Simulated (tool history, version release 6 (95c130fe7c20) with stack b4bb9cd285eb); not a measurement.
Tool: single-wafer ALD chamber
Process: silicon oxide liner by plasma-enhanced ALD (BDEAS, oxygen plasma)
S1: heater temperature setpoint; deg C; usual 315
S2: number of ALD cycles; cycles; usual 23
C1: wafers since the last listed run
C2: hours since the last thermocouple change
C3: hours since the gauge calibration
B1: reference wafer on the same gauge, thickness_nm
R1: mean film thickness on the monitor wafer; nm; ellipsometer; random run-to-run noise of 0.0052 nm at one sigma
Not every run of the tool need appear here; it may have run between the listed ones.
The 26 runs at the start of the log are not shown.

run 27 hour=1279.7 | S1=306 S2=26 | C1=437 C2=481.0 C3=643.3 | B1=1.959 | R1=2.363
run 28 hour=1303.8 | S1=315 S2=23 | C1=333 C2=505.1 C3=667.4 | B1=1.960 | R1=2.060
run 29 hour=1374.9 | S1=330 S2=23 | C1=983 C2=576.2 C3=738.5 | B1=1.959 | R1=2.029
run 30 hour=1417.0 | S1=307 S2=21 | C1=582 C2=618.3 C3=780.6 | B1=1.960 | R1=1.910
run 31 hour=1455.6 | S1=301 S2=18 | C1=534 C2=656.9 C3=819.2 | B1=1.958 | R1=1.645
run 32 hour=1484.2 | S1=303 S2=21 | C1=395 C2=685.5 C3=847.8 | B1=1.960 | R1=1.913
run 33 hour=1548.4 | S1=310 S2=26 | C1=888 C2=749.7 C3=912.0 | B1=1.961 | R1=2.348
run 34 hour=1572.8 | S1=315 S2=23 | C1=337 C2=774.1 C3=936.4 | B1=1.958 | R1=2.061
run 35 hour=1627.3 | S1=304 S2=23 | C1=754 C2=828.6 C3=990.9 | B1=1.960 | R1=2.096
run 36 hour=1694.4 | S1=319 S2=20 | C1=928 C2=895.7 C3=1058.0 | B1=1.961 | R1=1.792
run 37 hour=1736.2 | S1=304 S2=19 | C1=578 C2=937.5 C3=1099.8 | B1=1.959 | R1=1.726
run 38 hour=1772.8 | S1=305 S2=24 | C1=506 C2=974.1 C3=1136.4 | B1=1.960 | R1=2.185
run 39 hour=1802.7 | S1=300 S2=21 | C1=413 C2=1004.0 C3=1166.3 | B1=1.958 | R1=1.926
run 40 hour=1872.9 | S1=315 S2=23 | C1=971 C2=1074.2 C3=1236.5 | B1=1.959 | R1=2.066
run 41 hour=1909.3 | S1=302 S2=27 | C1=503 C2=1110.6 C3=1272.9 | B1=1.961 | R1=2.461
run 42 hour=1956.7 | S1=301 S2=23 | C1=655 C2=1158.0 C3=1320.3 | B1=1.960 | R1=2.102
-- hour=2003.4 gauge calibrated
run 43 hour=2013.0 | S1=304 S2=23 | C1=779 C2=1214.3 C3=9.6 | B1=1.960 | R1=2.085
run 44 hour=2048.0 | S1=315 S2=23 | C1=484 C2=1249.3 C3=44.6 | B1=1.961 | R1=2.064
run 45 hour=2109.6 | S1=329 S2=23 | C1=852 C2=1310.9 C3=106.2 | B1=1.959 | R1=2.029
run 46 hour=2169.1 | S1=319 S2=22 | C1=823 C2=1370.4 C3=165.7 | B1=1.960 | R1=1.963
run 47 hour=2199.6 | S1=315 S2=23 | C1=422 C2=1400.9 C3=196.2 | B1=1.961 | R1=2.068

Below are 4 alternative next runs, each starting from the tool's condition after run 47. Predict each:
run A hour=2200.0 | S1=315 S2=23 | C1=5 C2=1401.3 C3=196.6 | B1=? | R1=?
run B hour=2200.0 | S1=308 S2=20 | C1=5 C2=1401.3 C3=196.6 | B1=? | R1=?
run C hour=2200.0 | S1=306 S2=27 | C1=5 C2=1401.3 C3=196.6 | B1=? | R1=?
run D hour=2200.0 | S1=327 S2=20 | C1=5 C2=1401.3 C3=196.6 | B1=? | R1=?

run=A B1=1.958 R1=2.062
run=B B1=1.958 R1=1.809
run=C B1=1.958 R1=2.449
run=D B1=1.958 R1=1.765
With no hidden state in the tool, these same runs would have given:
run=A R1=2.062
run=B R1=1.809
run=C R1=2.449
run=D R1=1.765
